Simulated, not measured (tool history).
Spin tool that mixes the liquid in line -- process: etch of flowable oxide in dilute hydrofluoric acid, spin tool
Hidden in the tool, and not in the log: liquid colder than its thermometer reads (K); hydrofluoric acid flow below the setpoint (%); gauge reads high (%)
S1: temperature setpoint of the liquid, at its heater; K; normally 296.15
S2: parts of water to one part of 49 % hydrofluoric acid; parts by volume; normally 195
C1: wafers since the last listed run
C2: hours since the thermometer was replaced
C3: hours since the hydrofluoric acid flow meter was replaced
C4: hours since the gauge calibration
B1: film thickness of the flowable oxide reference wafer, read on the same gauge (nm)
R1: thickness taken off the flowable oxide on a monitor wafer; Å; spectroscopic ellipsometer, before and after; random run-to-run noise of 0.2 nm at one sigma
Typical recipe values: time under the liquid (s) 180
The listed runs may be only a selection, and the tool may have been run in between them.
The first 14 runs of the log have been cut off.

Run 15, hour 190.7: usual settings but S2 125 parts by volume; C1 89; C2 30.4; C3 1091.9; C4 478.6; B1 70.00. Result: R1 303.3 Å.
Run 16, hour 202.1: usual settings but S1 294.15 K, S2 260 parts by volume, time under the liquid (s) 85; C1 93; C2 41.8; C3 1103.3; C4 490.0; B1 69.99. Result: R1 56.6 Å.
Run 17, hour 217.9: usual settings but S1 299.15 K; C1 129; C2 57.6; C3 1119.1; C4 505.8; B1 69.99. Result: R1 203.2 Å.
Run 18, hour 227.5: usual settings but time under the liquid (s) 125; C1 78; C2 67.2; C3 1128.7; C4 515.4; B1 70.00. Result: R1 124.8 Å.
Run 19, hour 242.9: usual settings; C1 125; C2 82.6; C3 1144.1; C4 530.8; B1 70.03. Result: R1 178.2 Å.
At hour 244.4: hydrofluoric acid flow meter replaced.
Run 20, hour 252.1: usual settings; C1 67; C2 91.8; C3 7.7; C4 540.0; B1 70.01. Result: R1 209.3 Å.
Run 21, hour 264.1: usual settings but S1 300.65 K, S2 235 parts by volume; C1 98; C2 103.8; C3 19.7; C4 552.0; B1 70.01. Result: R1 193.8 Å.
Run 22, hour 272.8: usual settings but S1 294.15 K, S2 265 parts by volume, time under the liquid (s) 110; C1 71; C2 112.5; C3 28.4; C4 560.7; B1 70.00. Result: R1 81.3 Å.
Run 23, hour 288.4: usual settings but time under the liquid (s) 135; C1 127; C2 128.1; C3 44.0; C4 576.3; B1 69.97. Result: R1 157.3 Å.
Run 24, hour 308.4: usual settings; C1 163; C2 148.1; C3 64.0; C4 596.3; B1 70.00. Result: R1 207.0 Å.
Run 25, hour 316.3: usual settings but S1 294.15 K, S2 270 parts by volume; C1 64; C2 156.0; C3 71.9; C4 604.2; B1 70.00. Result: R1 127.3 Å.
Run 26, hour 329.6: usual settings but S1 300.15 K, S2 265 parts by volume, time under the liquid (s) 225; C1 108; C2 169.3; C3 85.2; C4 617.5; B1 70.01. Result: R1 206.7 Å.
At hour 345.6: gauge calibrated.
Run 27, hour 382.9: usual settings; C1 435; C2 222.6; C3 138.5; C4 37.3; B1 69.98. Result: R1 203.6 Å.
Run 28, hour 398.7: usual settings but S1 292.65 K, S2 105 parts by volume; C1 129; C2 238.4; C3 154.3; C4 53.1; B1 70.00. Result: R1 361.5 Å.
Run 29, hour 412.5: usual settings; C1 112; C2 252.2; C3 168.1; C4 66.9; B1 70.02. Result: R1 205.5 Å.

What will run 30 give?
Run 30, hour 425.6: usual settings but S1 293.65 K, time under the liquid (s) 140; C1 107; C2 265.3; C3 181.2; C4 80.0; B1 ?. Result: R1 ?.

Run 30 gave B1 70.00, R1 145.2 Å.
Take away the tool's hidden state, keep the run-to-run variation as it was, and the same run would have given R1 148.6 Å.
